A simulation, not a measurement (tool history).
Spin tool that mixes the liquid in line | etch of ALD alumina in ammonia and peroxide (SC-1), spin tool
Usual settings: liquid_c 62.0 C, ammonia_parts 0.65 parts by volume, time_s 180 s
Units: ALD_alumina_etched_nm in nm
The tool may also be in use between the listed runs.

run	hour	liquid_c	ammonia_parts	time_s	wafers since the last listed run	hours since the thermometer was replaced	hours since the ammonia flow meter was replaced	hours since the heated supply line was repaired	hours since the drum of ammonia solution was connected	hours since the gauge calibration	read-back film thickness of the ALD alumina reference wafer, read on the same gauge (nm)	ALD_alumina_etched_nm
1	0.0	62.0	0.65	150	0	853.6	958.3	2076.0	224.3	1229.2	50.02	13.32
2	75.0	62.0	0.65	150	452	928.6	1033.3	2151.0	299.3	1304.2	49.99	13.35
# hour 121.0: new drum of ammonia solution connected
3	181.7	62.0	0.65	180	638	1035.3	1140.0	2257.7	60.7	1410.9	50.00	16.14
4	282.1	62.0	0.65	180	606	1135.7	1240.4	2358.1	161.1	1511.3	50.01	16.02
5	376.0	62.0	0.65	180	567	1229.6	1334.3	2452.0	255.0	1605.2	50.03	15.74
6	462.8	62.0	0.50	180	524	1316.4	1421.1	2538.8	341.8	1692.0	50.02	15.37
7	504.5	62.0	0.50	180	251	1358.1	1462.8	2580.5	383.5	1733.7	50.00	15.53
# hour 555.6: new drum of ammonia solution connected
8	578.6	62.0	0.55	100	441	1432.2	1536.9	2654.6	23.0	1807.8	50.02	8.65
# hour 759.4: heated supply line repaired
9	769.6	62.0	0.65	260	1147	1623.2	1727.9	10.2	214.0	1998.8	49.98	25.80
# hour 787.0: gauge calibrated
10	871.6	62.0	0.65	260	616	1725.2	1829.9	112.2	316.0	84.6	50.01	26.02
# hour 923.5: new drum of ammonia solution connected
11	945.7	57.5	0.65	180	441	1799.3	1904.0	186.3	22.2	158.7	49.98	14.44
12	1022.1	62.0	0.75	180	461	1875.7	1980.4	262.7	98.6	235.1	49.98	18.15
# hour 1086.0: ammonia flow meter replaced
13	1126.3	62.0	0.65	180	623	1979.9	40.3	366.9	202.8	339.3	50.00	17.73
14	1177.2	68.5	0.65	180	307	2030.8	91.2	417.8	253.7	390.2	50.01	24.59
15	1249.5	62.0	0.75	180	436	2103.1	163.5	490.1	326.0	462.5	50.04	18.04
16	1333.2	62.0	0.95	180	505	2186.8	247.2	573.8	409.7	546.2	50.00	18.23
# hour 1357.1: new drum of ammonia solution connected
17	1441.2	62.0	0.65	180	646	2294.8	355.2	681.8	84.1	654.2	50.01	17.39
# hour 1446.9: thermometer replaced
18	1547.8	66.0	0.75	105	637	100.9	461.8	788.4	190.7	760.8	50.01	12.81
19	1644.4	53.5	0.65	275	583	197.5	558.4	885.0	287.3	857.4	50.01	16.95
20	1734.6	62.0	0.65	180	544	287.7	648.6	975.2	377.5	947.6	50.04	17.00
# hour 1741.7: new drum of ammonia solution connected
21	1794.8	62.0	0.65	180	357	347.9	708.8	1035.4	53.1	1007.8	49.99	17.49
22	1862.8	68.5	0.35	285	410	415.9	776.8	1103.4	121.1	1075.8	50.01	35.75
23	1951.5	62.0	0.55	230	535	504.6	865.5	1192.1	209.8	1164.5	50.00	21.40

The tool's hidden state at each run:
liquid hotter than its thermometer reads (K): 0 in every run
ammonia flow below the setpoint (%): 0 in every run
ammonia solution weaker than its label (%): 0 in every run
gauge reads high (%): 0 in every run
H1: temperature lost on the way to the wafer (K)
run	H1
1	2.28
2	2.35
3	2.45
4	2.55
5	2.64
6	2.72
7	2.76
8	2.83
9	0.0595
10	0.157
11	0.227
12	0.3
13	0.399
14	0.447
15	0.516
16	0.596
17	0.699
18	0.8
19	0.892
20	0.978
21	1.04
22	1.1
23	1.18
